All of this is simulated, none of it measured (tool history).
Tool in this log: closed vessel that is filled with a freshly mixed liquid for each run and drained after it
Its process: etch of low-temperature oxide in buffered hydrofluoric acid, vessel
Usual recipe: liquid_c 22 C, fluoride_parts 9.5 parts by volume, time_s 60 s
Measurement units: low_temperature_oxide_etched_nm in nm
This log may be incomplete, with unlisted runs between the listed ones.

| run | hour | liquid_c | fluoride_parts | time_s | wafers since the last listed run | hours since the thermometer was replaced | hours since the hydrofluoric acid flow meter was replaced | hours since the gauge calibration | read-back film thickness of the low-temperature oxide reference wafer, read on the same gauge (nm) | low_temperature_oxide_etched_nm |
|---|---|---|---|---|---|---|---|---|---|---|
| 1 | 0 | 22 | 9.5 | 75 | 0 | 216.4 | 579.4 | 328.7 | 49.63 | 209.61 |
|  | 45.1 | hydrofluoric acid flow meter replaced |
| 2 | 51.2 | 22 | 8 | 60 | 7037 | 267.6 | 6.1 | 379.9 | 49.53 | 197.77 |
| 3 | 118.1 | 22 | 8 | 60 | 9379 | 334.5 | 73 | 446.8 | 49.44 | 197.39 |
| 4 | 182 | 22 | 8 | 60 | 8958 | 398.4 | 136.9 | 510.7 | 49.33 | 196.57 |
| 5 | 250.7 | 22 | 9.5 | 60 | 9631 | 467.1 | 205.6 | 579.4 | 49.18 | 167.61 |
| 6 | 347.9 | 22 | 9.5 | 60 | 13627 | 564.3 | 302.8 | 676.6 | 48.95 | 165.77 |
| 7 | 399.9 | 22 | 9.5 | 60 | 7290 | 616.3 | 354.8 | 728.6 | 48.8 | 165.39 |
|  | 418 | gauge calibrated |
| 8 | 449.8 | 22 | 9.5 | 60 | 6995 | 666.2 | 404.7 | 31.8 | 50.09 | 170.43 |
| 9 | 491.1 | 22 | 11.5 | 40 | 5790 | 707.5 | 446 | 73.1 | 50.07 | 95.69 |
| 10 | 584.1 | 22 | 9.5 | 60 | 13038 | 800.5 | 539 | 166.1 | 50.05 | 169.09 |
| 11 | 656.6 | 18.5 | 12.5 | 95 | 10164 | 873 | 611.5 | 238.6 | 49.99 | 172.22 |
| 12 | 720 | 22 | 9.5 | 95 | 8888 | 936.4 | 674.9 | 302 | 49.91 | 267.79 |
|  | 737.7 | thermometer replaced |
|  | 760.5 | hydrofluoric acid flow meter replaced |
| 13 | 797.4 | 17 | 11 | 85 | 10570 | 59.7 | 36.9 | 379.4 | 49.79 | 159.59 |
| 14 | 875.3 | 22 | 6 | 50 | 10921 | 137.6 | 114.8 | 457.3 | 49.67 | 219.59 |
| 15 | 934.1 | 26 | 9.5 | 60 | 8243 | 196.4 | 173.6 | 516.1 | 49.56 | 207.39 |
| 16 | 1015.9 | 22 | 6 | 60 | 11468 | 278.2 | 255.4 | 597.9 | 49.38 | 261.45 |
| 17 | 1076.2 | 22 | 8 | 60 | 8453 | 338.5 | 315.7 | 658.2 | 49.23 | 197.5 |

3 options for the next run, each taken on its own from the tool as it stands now. Forecast them:
| A | 1076.9 | 19 | 9.5 | 60 | 98 | 339.2 | 316.4 | 658.9 | ? | ? |
| B | 1076.9 | 26.5 | 7.5 | 35 | 98 | 339.2 | 316.4 | 658.9 | ? | ? |
| C | 1076.9 | 24.5 | 13.5 | 70 | 98 | 339.2 | 316.4 | 658.9 | ? | ? |

| run | read-back film thickness of the low-temperature oxide reference wafer, read on the same gauge (nm) | low_temperature_oxide_etched_nm |
|---|---|---|
| A | 49.22 | 141.68 |
| B | 49.22 | 157.31 |
| C | 49.22 | 161.87 |
The same runs, with their run-to-run variation unchanged, on a tool lacking any hidden condition would have given:
| run | low_temperature_oxide_etched_nm |
|---|---|
| A | 143.92 |
| B | 159.8 |
| C | 164.42 |
